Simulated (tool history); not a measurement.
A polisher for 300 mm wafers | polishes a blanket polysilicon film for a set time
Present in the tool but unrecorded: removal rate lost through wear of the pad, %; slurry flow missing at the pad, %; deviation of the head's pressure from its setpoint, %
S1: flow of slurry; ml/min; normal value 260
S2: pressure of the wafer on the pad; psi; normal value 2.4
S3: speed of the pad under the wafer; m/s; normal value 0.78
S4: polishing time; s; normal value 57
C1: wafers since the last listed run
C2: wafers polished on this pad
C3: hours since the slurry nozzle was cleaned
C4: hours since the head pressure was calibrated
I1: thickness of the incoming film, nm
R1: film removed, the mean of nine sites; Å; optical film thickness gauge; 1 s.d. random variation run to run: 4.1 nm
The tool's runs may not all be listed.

{"run": 1, "hour": 0.0, "S1": 260, "S2": 2.4, "S3": 0.78, "S4": 57, "C1": 0, "C2": 1164, "C3": 465.7, "C4": 483.8, "I1": 2244.0, "R1": 2646}
{"run": 2, "hour": 30.7, "S1": 260, "S2": 2.4, "S3": 0.78, "S4": 57, "C1": 261, "C2": 1425, "C3": 496.4, "C4": 514.5, "I1": 2322.5, "R1": 2606}
{"hour": 36.4, "done": "worn pad replaced by a new one"}
{"run": 3, "hour": 86.0, "S1": 260, "S2": 2.4, "S3": 0.78, "S4": 57, "C1": 436, "C2": 422, "C3": 551.7, "C4": 569.8, "I1": 2321.0, "R1": 2929}
{"run": 4, "hour": 114.4, "S1": 260, "S2": 2.4, "S3": 0.78, "S4": 57, "C1": 241, "C2": 664, "C3": 580.1, "C4": 598.2, "I1": 2288.0, "R1": 2879}
{"run": 5, "hour": 170.6, "S1": 260, "S2": 2.4, "S3": 0.78, "S4": 57, "C1": 478, "C2": 1142, "C3": 636.3, "C4": 654.4, "I1": 2322.5, "R1": 2747}
{"hour": 199.5, "done": "worn pad replaced by a new one"}
{"run": 6, "hour": 233.9, "S1": 260, "S2": 2.4, "S3": 0.78, "S4": 57, "C1": 504, "C2": 292, "C3": 699.6, "C4": 717.7, "I1": 2284.5, "R1": 3013}
{"run": 7, "hour": 298.8, "S1": 260, "S2": 2.4, "S3": 0.78, "S4": 57, "C1": 552, "C2": 845, "C3": 764.5, "C4": 782.6, "I1": 2310.8, "R1": 2902}
{"hour": 329.2, "done": "head pressure recalibrated"}
{"hour": 358.9, "done": "slurry nozzle cleaned"}
{"run": 8, "hour": 359.6, "S1": 260, "S2": 2.4, "S3": 0.78, "S4": 57, "C1": 492, "C2": 1337, "C3": 0.7, "C4": 30.4, "I1": 2299.4, "R1": 2488}
{"hour": 366.9, "done": "worn pad replaced by a new one"}
{"run": 9, "hour": 429.0, "S1": 260, "S2": 2.4, "S3": 0.94, "S4": 57, "C1": 556, "C2": 528, "C3": 70.1, "C4": 99.8, "I1": 2292.5, "R1": 3119}
{"run": 10, "hour": 486.7, "S1": 260, "S2": 2.4, "S3": 0.78, "S4": 45, "C1": 491, "C2": 1019, "C3": 127.8, "C4": 157.5, "I1": 2263.9, "R1": 2086}
{"hour": 515.0, "done": "worn pad replaced by a new one"}
{"run": 11, "hour": 516.1, "S1": 260, "S2": 2.8, "S3": 0.68, "S4": 57, "C1": 216, "C2": 8, "C3": 157.2, "C4": 186.9, "I1": 2269.3, "R1": 3088}
{"run": 12, "hour": 570.6, "S1": 260, "S2": 2.4, "S3": 0.78, "S4": 57, "C1": 464, "C2": 472, "C3": 211.7, "C4": 241.4, "I1": 2282.0, "R1": 2879}
{"run": 13, "hour": 632.3, "S1": 260, "S2": 2.4, "S3": 0.78, "S4": 57, "C1": 525, "C2": 998, "C3": 273.4, "C4": 303.1, "I1": 2292.9, "R1": 2777}
{"hour": 672.4, "done": "worn pad replaced by a new one"}
{"run": 14, "hour": 697.4, "S1": 260, "S2": 3.0, "S3": 0.78, "S4": 52, "C1": 520, "C2": 212, "C3": 338.5, "C4": 368.2, "I1": 2290.3, "R1": 3408}
{"run": 15, "hour": 736.9, "S1": 215, "S2": 2.6, "S3": 0.56, "S4": 57, "C1": 336, "C2": 549, "C3": 378.0, "C4": 407.7, "I1": 2309.3, "R1": 2302}
{"run": 16, "hour": 761.5, "S1": 260, "S2": 2.4, "S3": 0.68, "S4": 57, "C1": 209, "C2": 758, "C3": 402.6, "C4": 432.3, "I1": 2294.5, "R1": 2497}

Hidden state, per run?
slurry flow missing at the pad, %: 0, the same for each run
H1: removal rate lost through wear of the pad, %
H2: deviation of the head's pressure from its setpoint, %
run=1 H1=11.9 H2=5.12
run=2 H1=14.4 H2=5.58
run=3 H1=5.01 H2=6.42
run=4 H1=7.25 H2=6.84
run=5 H1=11.7 H2=7.69
run=6 H1=2.91 H2=8.64
run=7 H1=8.02 H2=9.62
run=8 H1=12.8 H2=0.179
run=9 H1=6.36 H2=1.22
run=10 H1=10.9 H2=2.09
run=11 H1=1.15 H2=2.53
run=12 H1=5.45 H2=3.36
run=13 H1=10.3 H2=4.28
run=14 H1=3.82 H2=5.26
run=15 H1=6.93 H2=5.86
run=16 H1=8.87 H2=6.23

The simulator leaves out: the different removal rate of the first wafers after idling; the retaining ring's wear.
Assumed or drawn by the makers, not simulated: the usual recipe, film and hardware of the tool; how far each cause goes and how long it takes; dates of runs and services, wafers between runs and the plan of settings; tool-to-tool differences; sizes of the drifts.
